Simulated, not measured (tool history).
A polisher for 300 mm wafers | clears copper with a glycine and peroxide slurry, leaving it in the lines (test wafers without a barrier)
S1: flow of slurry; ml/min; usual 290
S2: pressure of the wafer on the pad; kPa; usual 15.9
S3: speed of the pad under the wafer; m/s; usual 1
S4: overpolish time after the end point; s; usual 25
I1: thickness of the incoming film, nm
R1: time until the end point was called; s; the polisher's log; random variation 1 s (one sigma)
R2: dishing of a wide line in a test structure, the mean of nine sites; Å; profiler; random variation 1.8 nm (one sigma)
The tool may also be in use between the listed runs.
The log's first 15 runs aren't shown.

| run | hour | S1 | S2 | S3 | S4 | I1 | R1 | R2 |
|---|---|---|---|---|---|---|---|---|
| 16 | 176.2 | 290 | 20 | 1 | 39 | 530.8 | 79.1 | 1199 |
| 17 | 182.4 | 290 | 12.4 | 1.22 | 25 | 528.2 | 96.8 | 747 |
| 18 | 188.6 | 290 | 15.9 | 0.9 | 19 | 536.7 | 104.3 | 603 |
| 19 | 200.9 | 290 | 15.9 | 1 | 25 | 538.7 | 95.2 | 818 |
|  | 217 | worn pad replaced by a new one |
| 20 | 217.5 | 290 | 15.9 | 1 | 19 | 521.7 | 91.1 | 644 |
| 21 | 221.5 | 195 | 14.5 | 1 | 25 | 524.5 | 108.9 | 717 |
| 22 | 236.6 | 290 | 15.9 | 1 | 25 | 533.8 | 95.3 | 825 |
| 23 | 251.2 | 290 | 15.9 | 1 | 25 | 530.8 | 95.5 | 772 |
| 24 | 264.1 | 220 | 20 | 0.82 | 34 | 527.5 | 94.9 | 964 |
| 25 | 281.7 | 290 | 11.7 | 1 | 25 | 526.5 | 118.5 | 658 |
|  | 323.1 | worn pad replaced by a new one |
| 26 | 325.7 | 290 | 15.9 | 1.26 | 20 | 531.2 | 78.7 | 738 |
| 27 | 332.4 | 195 | 15.9 | 1 | 12 | 527.7 | 99.2 | 425 |
| 28 | 346.4 | 290 | 15.9 | 1 | 25 | 519.9 | 92.7 | 784 |
| 29 | 357.3 | 290 | 21.4 | 0.86 | 25 | 526.7 | 83.2 | 859 |
| 30 | 374.2 | 290 | 10.3 | 1 | 31 | 528.8 | 131.4 | 699 |
| 31 | 390.6 | 290 | 17.9 | 1 | 21 | 520.8 | 84.4 | 737 |
|  | 423.1 | worn pad replaced by a new one |
| 32 | 423.6 | 290 | 15.9 | 1 | 25 | 524.4 | 94.3 | 764 |
| 33 | 439.4 | 290 | 15.9 | 1 | 25 | 531.6 | 94.5 | 801 |
| 34 | 446.7 | 290 | 15.9 | 1 | 25 | 537.6 | 95.8 | 772 |
| 35 | 458.9 | 205 | 15.9 | 1 | 25 | 530.3 | 103 | 772 |

4 ways to go on from here, each from the tool as it stands after run 35. What would each give?
| A | 459.4 | 290 | 15.9 | 1 | 25 | 522.3 | ? | ? |
| B | 459.4 | 290 | 11 | 1 | 25 | 522.3 | ? | ? |
| C | 459.4 | 290 | 15.9 | 1.2 | 33 | 522.3 | ? | ? |
| D | 459.4 | 250 | 14.5 | 1 | 25 | 522.3 | ? | ? |

| run | R1 | R2 |
|---|---|---|
| A | 94.1 | 806 |
| B | 122.9 | 650 |
| C | 81.7 | 1037 |
| D | 102.7 | 753 |
Without the tool's hidden state the same runs would have given:
| run | R1 | R2 |
|---|---|---|
| A | 93.2 | 810 |
| B | 121.9 | 655 |
| C | 81 | 1042 |
| D | 101.6 | 759 |

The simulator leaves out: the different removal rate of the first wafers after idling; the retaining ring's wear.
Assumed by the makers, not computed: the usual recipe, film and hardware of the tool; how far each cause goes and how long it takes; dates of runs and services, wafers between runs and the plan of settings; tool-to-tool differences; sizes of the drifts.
